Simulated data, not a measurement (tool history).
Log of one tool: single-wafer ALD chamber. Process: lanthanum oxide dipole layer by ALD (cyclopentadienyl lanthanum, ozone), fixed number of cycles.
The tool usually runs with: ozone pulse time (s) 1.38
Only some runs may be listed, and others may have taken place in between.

run    hour  ozone pulse time (s)  read-back reference wafer on the same gauge, thickness_nm  mean film thickness on the monitor wafer (angstrom)
  1     0.0                  1.38                                                      0.673                                                 5.55
  2    65.7                  1.38                                                      0.673                                                 5.54
  3   106.4                  1.38                                                      0.674                                                 5.59
  4   302.2                  0.95                                                      0.674                                                 5.09
  5   348.3                  1.38                                                      0.673                                                 5.48
  6   412.0                  1.38                                                      0.674                                                 5.50
  7   452.7                  1.38                                                      0.673                                                 5.54
  8   488.1                  1.38                                                      0.673                                                 5.51
  9   558.6                  1.38                                                      0.674                                                 5.50
 10   606.8                  1.78                                                      0.673                                                 5.73
 11   674.1                  1.78                                                      0.673                                                 5.70
 12   714.8                  1.38                                                      0.673                                                 5.42
 13   887.6                  1.24                                                      0.672                                                 5.30
 14   953.0                  1.24                                                      0.673                                                 5.29
      999.2  -- showerhead replaced
 15   999.7                  1.58                                                      0.673                                                 5.50
 16  1028.4                  0.89                                                      0.673                                                 4.82
 17  1075.9                  1.92                                                      0.673                                                 5.70
     1106.6  -- ozone generator serviced
 18  1113.4                  1.68                                                      0.673                                                 5.78
 19  1172.8                  1.53                                                      0.673                                                 5.75
     1185.1  -- gauge calibrated
     1220.1  -- thermocouple changed; heater temperature recalibrated
 20  1240.9                  1.21                                                      0.672                                                 5.50
 21  1295.8                  0.94                                                      0.673                                                 5.24
 22  1363.1                  1.05                                                      0.674                                                 5.31
 23  1420.6                  1.76                                                      0.673                                                 5.78
 24  1472.4                  0.94                                                      0.674                                                 5.15
 25  1522.3                  1.38                                                      0.674                                                 5.57
 26  1570.1                  0.87                                                      0.673                                                 5.04
 27  1610.2                  1.38                                                      0.674                                                 5.55
 28  1679.2                  1.55                                                      0.673                                                 5.60

Consider 3 possible next runs. They are alternatives, not a sequence: every one starts from the tool as it was left by run 28. What does each give?
  A  1679.6                  0.86                                                          ?                                                    ?
  B  1679.6                  0.98                                                          ?                                                    ?
  C  1679.6                  1.90                                                          ?                                                    ?

run  read-back reference wafer on the same gauge, thickness_nm  mean film thickness on the monitor wafer (angstrom)
  A                                                      0.674                                                 5.01
  B                                                      0.674                                                 5.17
  C                                                      0.674                                                 5.82
Stripped of hidden state, with their random variation kept, the same runs would have yielded:
run  mean film thickness on the monitor wafer (angstrom)
  A                                                 5.22
  B                                                 5.37
  C                                                 5.91

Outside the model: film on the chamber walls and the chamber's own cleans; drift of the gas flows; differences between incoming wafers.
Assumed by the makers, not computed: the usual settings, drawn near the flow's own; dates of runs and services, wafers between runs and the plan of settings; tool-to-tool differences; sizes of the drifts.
